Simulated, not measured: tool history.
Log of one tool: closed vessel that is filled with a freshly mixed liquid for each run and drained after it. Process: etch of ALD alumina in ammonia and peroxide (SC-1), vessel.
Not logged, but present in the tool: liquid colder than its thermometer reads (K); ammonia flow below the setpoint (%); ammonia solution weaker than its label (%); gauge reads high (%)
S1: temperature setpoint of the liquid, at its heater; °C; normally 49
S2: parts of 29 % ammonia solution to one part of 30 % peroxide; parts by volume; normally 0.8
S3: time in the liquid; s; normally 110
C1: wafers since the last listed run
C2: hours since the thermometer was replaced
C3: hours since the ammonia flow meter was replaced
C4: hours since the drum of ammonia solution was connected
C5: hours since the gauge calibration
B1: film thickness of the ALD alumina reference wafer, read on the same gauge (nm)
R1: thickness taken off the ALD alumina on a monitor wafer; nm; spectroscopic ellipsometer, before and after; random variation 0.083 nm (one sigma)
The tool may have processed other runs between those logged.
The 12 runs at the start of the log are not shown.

Run 13, hour 761.3: usual settings but S1 44 °C, S2 0.6 parts by volume, S3 145 s; C1 3572; C2 355.8; C3 470.3; C4 817.2; C5 552.3; B1 90. Result: R1 8.82 nm.
At hour 796.2: ammonia flow meter replaced.
Run 14, hour 803.9: usual settings but S2 1 parts by volume, S3 155 s; C1 2830; C2 398.4; C3 7.7; C4 859.8; C5 594.9; B1 89.99. Result: R1 13.17 nm.
At hour 817.4: new drum of ammonia solution connected.
Run 15, hour 843.7: usual settings but S1 57.5 °C, S2 0.6 parts by volume, S3 160 s; C1 2640; C2 438.2; C3 47.5; C4 26.3; C5 634.7; B1 90.01. Result: R1 20.38 nm.
Run 16, hour 896.5: usual settings but S2 0.7 parts by volume, S3 45 s; C1 3592; C2 491; C3 100.3; C4 79.1; C5 687.5; B1 89.99. Result: R1 3.6 nm.
Run 17, hour 937.3: usual settings; C1 2776; C2 531.8; C3 141.1; C4 119.9; C5 728.3; B1 90. Result: R1 8.97 nm.
Run 18, hour 978: usual settings but S1 53.5 °C, S2 1 parts by volume, S3 75 s; C1 2769; C2 572.5; C3 181.8; C4 160.6; C5 769; B1 89.98. Result: R1 8.05 nm.
Run 19, hour 1020.9: usual settings but S1 43.5 °C, S2 0.45 parts by volume, S3 150 s; C1 2919; C2 615.4; C3 224.7; C4 203.5; C5 811.9; B1 90. Result: R1 8.46 nm.
Run 20, hour 1081.9: usual settings but S2 0.55 parts by volume; C1 4150; C2 676.4; C3 285.7; C4 264.5; C5 872.9; B1 90. Result: R1 8.49 nm.
Run 21, hour 1125.2: usual settings but S1 46.5 °C; C1 2946; C2 719.7; C3 329; C4 307.8; C5 916.2; B1 90.01. Result: R1 7.77 nm.
Run 22, hour 1156.6: usual settings but S1 56 °C, S2 0.9 parts by volume, S3 75 s; C1 2136; C2 751.1; C3 360.4; C4 339.2; C5 947.6; B1 90.01. Result: R1 9.04 nm.
Run 23, hour 1216.4: usual settings but S1 40 °C, S3 55 s; C1 4069; C2 810.9; C3 420.2; C4 399; C5 1007.4; B1 90.02. Result: R1 2.66 nm.
Run 24, hour 1254: usual settings but S1 43.5 °C, S2 0.45 parts by volume, S3 150 s; C1 2558; C2 848.5; C3 457.8; C4 436.6; C5 1045; B1 89.99. Result: R1 8.34 nm.
At hour 1276.9: ammonia flow meter replaced.
Run 25, hour 1319.5: usual settings but S1 45 °C, S2 1.1 parts by volume, S3 170 s; C1 4389; C2 914; C3 42.6; C4 502.1; C5 1110.5; B1 90. Result: R1 11.21 nm.
Run 26, hour 1366.8: usual settings but S1 45 °C; C1 3218; C2 961.3; C3 89.9; C4 549.4; C5 1157.8; B1 90. Result: R1 7.04 nm.
Run 27, hour 1395.6: usual settings but S1 39.5 °C, S2 1 parts by volume, S3 155 s; C1 1959; C2 990.1; C3 118.7; C4 578.2; C5 1186.6; B1 89.99. Result: R1 7.47 nm.
Run 28, hour 1424.1: usual settings but S1 56 °C, S2 0.9 parts by volume, S3 75 s; C1 1939; C2 1018.6; C3 147.2; C4 606.7; C5 1215.1; B1 90. Result: R1 8.96 nm.
Run 29, hour 1486.7: usual settings but S2 0.45 parts by volume; C1 4259; C2 1081.2; C3 209.8; C4 669.3; C5 1277.7; B1 90.01. Result: R1 8.27 nm.
Run 30, hour 1539.8: usual settings; C1 3613; C2 1134.3; C3 262.9; C4 722.4; C5 1330.8; B1 90.02. Result: R1 8.82 nm.

What if the next run were any one of these 3? Each begins from the tool's condition after run 30:
Run A, hour 1540.5: usual settings; C1 47; C2 1135; C3 263.6; C4 723.1; C5 1331.5; B1 ?. Result: R1 ?.
Run B, hour 1540.5: usual settings but S1 57 °C, S2 0.55 parts by volume, S3 155 s; C1 47; C2 1135; C3 263.6; C4 723.1; C5 1331.5; B1 ?. Result: R1 ?.
Run C, hour 1540.5: usual settings but S2 0.9 parts by volume, S3 170 s; C1 47; C2 1135; C3 263.6; C4 723.1; C5 1331.5; B1 ?. Result: R1 ?.

run  B1     R1
  A  90   8.81
  B  90  18.49
  C  90  13.78
Without the tool's hidden state the same runs would have given:
run     R1
  A   9.25
  B  19.36
  C  14.46
